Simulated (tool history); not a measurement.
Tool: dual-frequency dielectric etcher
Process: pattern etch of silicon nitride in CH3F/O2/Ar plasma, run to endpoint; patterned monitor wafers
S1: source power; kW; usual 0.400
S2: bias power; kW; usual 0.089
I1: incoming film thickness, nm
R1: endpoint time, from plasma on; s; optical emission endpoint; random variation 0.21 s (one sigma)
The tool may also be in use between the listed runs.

run    hour     S1     S2     I1    R1
  1     0.0  0.340  0.094  28.96  36.8
  2   104.5  0.400  0.089  29.03  35.5
  3   161.3  0.400  0.089  29.13  35.6
  4   256.0  0.320  0.089  28.91  37.7
  5   347.0  0.320  0.089  29.32  39.0
  6   383.3  0.320  0.089  29.23  38.5
      449.9  -- wet clean of the chamber
  7   489.3  0.360  0.089  29.25  36.9
  8   538.5  0.400  0.089  28.88  35.6
  9   598.5  0.480  0.089  29.12  33.8
 10   645.1  0.480  0.089  29.06  34.1
 11   752.7  0.400  0.080  29.23  37.4
      791.8  -- source power generator calibrated
 12   857.6  0.400  0.080  29.11  37.6
 13   900.2  0.400  0.077  29.31  38.3
      990.7  -- wet clean of the chamber
 14   991.2  0.430  0.099  29.44  34.1
 15  1012.5  0.400  0.089  29.32  35.9
     1075.0  -- bias power generator calibrated
 16  1087.1  0.360  0.071  28.96  40.3
 17  1139.3  0.320  0.082  28.99  39.2
 18  1178.8  0.330  0.075  29.28  41.0
 19  1248.4  0.490  0.096  29.08  33.3
 20  1316.6  0.400  0.078  28.94  37.7
 21  1460.4  0.370  0.074  29.09  38.9
     1500.7  -- upper electrode replaced
 22  1503.1  0.440  0.089  29.00  34.9
 23  1570.6  0.360  0.071  29.01  40.2
     1683.1  -- wet clean of the chamber
 24  1683.6  0.300  0.097  29.12  37.6
 25  1760.8  0.340  0.111  29.17  34.6
 26  1803.5  0.330  0.067  29.21  42.4
 27  1867.0  0.400  0.089  29.28  36.2
 28  1935.0  0.400  0.089  29.05  35.8
 29  2007.3  0.350  0.073  29.18  40.7
 30  2067.5  0.400  0.089  29.23  36.1
 31  2160.6  0.400  0.072  29.28  39.6
 32  2258.8  0.480  0.071  29.24  37.8
     2295.5  -- wet clean of the chamber
 33  2365.5  0.400  0.101  29.13  34.2
 34  2459.3  0.400  0.106  29.00  33.3

Forecast each of these 5 alternatives for the next run:
  A  2459.7  0.300  0.089  28.96   ?
  B  2459.7  0.480  0.083  28.96   ?
  C  2459.7  0.400  0.107  28.96   ?
  D  2459.7  0.350  0.095  28.96   ?
  E  2459.7  0.300  0.070  28.96   ?

run    R1
  A  38.4
  B  34.6
  C  33.0
  D  35.9
  E  42.3
Without the tool's hidden state the same runs would have given:
run    R1
  A  38.4
  B  34.6
  C  33.0
  D  35.9
  E  42.3
